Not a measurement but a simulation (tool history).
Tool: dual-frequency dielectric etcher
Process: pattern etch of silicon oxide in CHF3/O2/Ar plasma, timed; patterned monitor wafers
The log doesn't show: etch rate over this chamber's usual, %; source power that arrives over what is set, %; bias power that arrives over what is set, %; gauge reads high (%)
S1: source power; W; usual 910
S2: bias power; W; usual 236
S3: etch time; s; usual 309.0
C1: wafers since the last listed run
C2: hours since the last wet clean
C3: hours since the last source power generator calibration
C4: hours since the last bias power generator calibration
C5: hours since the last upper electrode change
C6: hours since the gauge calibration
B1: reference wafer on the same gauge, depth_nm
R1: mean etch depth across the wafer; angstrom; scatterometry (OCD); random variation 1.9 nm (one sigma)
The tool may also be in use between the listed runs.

{"run": 1, "hour": 0.0, "S1": 910, "S2": 236, "S3": 309.0, "C1": 0, "C2": 434.2, "C3": 3136.1, "C4": 2175.9, "C5": 3312.4, "C6": 54.8, "B1": 719.8, "R1": 7697}
{"run": 2, "hour": 11.6, "S1": 910, "S2": 236, "S3": 309.0, "C1": 35, "C2": 445.8, "C3": 3147.7, "C4": 2187.5, "C5": 3324.0, "C6": 66.4, "B1": 720.2, "R1": 7756}
{"run": 3, "hour": 28.1, "S1": 910, "S2": 236, "S3": 309.0, "C1": 50, "C2": 462.3, "C3": 3164.2, "C4": 2204.0, "C5": 3340.5, "C6": 82.9, "B1": 719.8, "R1": 7756}
{"hour": 56.1, "done": "wet clean of the chamber"}
{"hour": 59.8, "done": "bias power generator calibrated"}
{"run": 4, "hour": 60.3, "S1": 910, "S2": 236, "S3": 309.0, "C1": 13, "C2": 4.2, "C3": 3196.4, "C4": 0.5, "C5": 3372.7, "C6": 115.1, "B1": 720.1, "R1": 7364}
{"run": 5, "hour": 62.6, "S1": 910, "S2": 236, "S3": 353.0, "C1": 7, "C2": 6.5, "C3": 3198.7, "C4": 2.8, "C5": 3375.0, "C6": 117.4, "B1": 719.9, "R1": 8434}
{"run": 6, "hour": 70.2, "S1": 910, "S2": 236, "S3": 353.0, "C1": 23, "C2": 14.1, "C3": 3206.3, "C4": 10.4, "C5": 3382.6, "C6": 125.0, "B1": 720.3, "R1": 8439}
{"hour": 81.0, "done": "gauge calibrated"}
{"hour": 93.3, "done": "source power generator calibrated"}
{"hour": 98.3, "done": "upper electrode replaced"}
{"run": 7, "hour": 98.8, "S1": 910, "S2": 236, "S3": 353.0, "C1": 59, "C2": 42.7, "C3": 5.5, "C4": 39.0, "C5": 0.5, "C6": 17.8, "B1": 720.1, "R1": 8474}
{"run": 8, "hour": 99.2, "S1": 690, "S2": 236, "S3": 382.0, "C1": 1, "C2": 43.1, "C3": 5.9, "C4": 39.4, "C5": 0.9, "C6": 18.2, "B1": 720.2, "R1": 8410}
{"run": 9, "hour": 104.1, "S1": 800, "S2": 236, "S3": 309.0, "C1": 14, "C2": 48.0, "C3": 10.8, "C4": 44.3, "C5": 5.8, "C6": 23.1, "B1": 719.9, "R1": 7163}
{"run": 10, "hour": 111.0, "S1": 910, "S2": 236, "S3": 309.0, "C1": 21, "C2": 54.9, "C3": 17.7, "C4": 51.2, "C5": 12.7, "C6": 30.0, "B1": 720.2, "R1": 7427}
{"run": 11, "hour": 123.3, "S1": 910, "S2": 236, "S3": 309.0, "C1": 37, "C2": 67.2, "C3": 30.0, "C4": 63.5, "C5": 25.0, "C6": 42.3, "B1": 720.3, "R1": 7431}
{"run": 12, "hour": 138.7, "S1": 980, "S2": 256, "S3": 396.5, "C1": 47, "C2": 82.6, "C3": 45.4, "C4": 78.9, "C5": 40.4, "C6": 57.7, "B1": 719.7, "R1": 10180}
{"run": 13, "hour": 164.5, "S1": 910, "S2": 283, "S3": 265.5, "C1": 78, "C2": 108.4, "C3": 71.2, "C4": 104.7, "C5": 66.2, "C6": 83.5, "B1": 720.3, "R1": 7047}
{"run": 14, "hour": 178.8, "S1": 1120, "S2": 288, "S3": 242.0, "C1": 43, "C2": 122.7, "C3": 85.5, "C4": 119.0, "C5": 80.5, "C6": 97.8, "B1": 720.0, "R1": 6942}

What the log doesn't show, run by run:
source power that arrives over what is set, %: 0 in every run
bias power that arrives over what is set, %: 0 in every run
gauge reads high (%): 0 in every run
H1: etch rate over this chamber's usual, %
run=1 H1=5.03
run=2 H1=5.16
run=3 H1=5.36
run=4 H1=0.382
run=5 H1=0.409
run=6 H1=0.497
run=7 H1=0.83
run=8 H1=0.834
run=9 H1=0.891
run=10 H1=0.971
run=11 H1=1.11
run=12 H1=1.29
run=13 H1=1.59
run=14 H1=1.76

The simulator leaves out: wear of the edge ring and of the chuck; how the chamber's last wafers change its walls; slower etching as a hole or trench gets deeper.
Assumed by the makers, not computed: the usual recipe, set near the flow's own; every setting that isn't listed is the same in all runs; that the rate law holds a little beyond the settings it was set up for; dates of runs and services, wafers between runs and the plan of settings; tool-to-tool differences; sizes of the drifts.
